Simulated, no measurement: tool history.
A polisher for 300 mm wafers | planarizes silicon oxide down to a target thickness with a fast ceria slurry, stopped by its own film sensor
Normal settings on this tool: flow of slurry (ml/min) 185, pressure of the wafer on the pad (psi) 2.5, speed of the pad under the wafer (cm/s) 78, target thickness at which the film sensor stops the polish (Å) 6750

run	day	flow of slurry (ml/min)	pressure of the wafer on the pad (psi)	speed of the pad under the wafer (cm/s)	target thickness at which the film sensor stops the polish (Å)	incoming thickness of the incoming film, nm	time until the film sensor stopped the polish (s)
1	0	185	2.5	78	6750	1609.9	73.8
# day 0.988: worn pad replaced by a new one
2	3.292	185	2.5	78	6750	1618.1	74.6
3	5.125	185	2.5	78	6750	1602.5	73.9
4	8.508	185	1.8	78	7620	1637.1	95.5
# day 8.767: slurry nozzle cleaned
# day 11.867: worn pad replaced by a new one
5	12.042	185	1.8	78	7620	1612.9	92.2
6	13.8	185	2.5	78	6750	1630	75.1
7	16.55	185	2.5	78	6750	1645.5	77.1
8	19.692	185	2.5	78	6750	1647	76.3
# day 20.129: head pressure recalibrated
# day 24.496: worn pad replaced by a new one
# day 26.988: slurry nozzle cleaned
9	30.8	185	1.8	94	3730	1636	141.9
# day 33.038: head pressure recalibrated, repeated, since the last time left the tool worse
# day 34.292: worn pad replaced by a new one
10	34.433	185	2.5	90	6750	1592.9	68.2
11	37.304	235	2	78	6750	1633.4	97.3
12	40.775	185	2.5	78	6750	1647.1	80.7
# day 42.538: slurry nozzle cleaned
13	43.308	130	3.2	56	6750	1609.1	86.2
# day 46.392: worn pad replaced by a new one
14	47.758	185	1.7	78	6750	1650.1	116.8

Estimate the outcome of run 15 from the log above:
15	51.321	225	2.5	78	6750	1640.4	?

{"run 15": {"time until the film sensor stopped the polish (s)": 76.6}}
Were there no unlogged condition in the tool, this run, its random variation unchanged, would have produced time until the film sensor stopped the polish (s) 79.9.
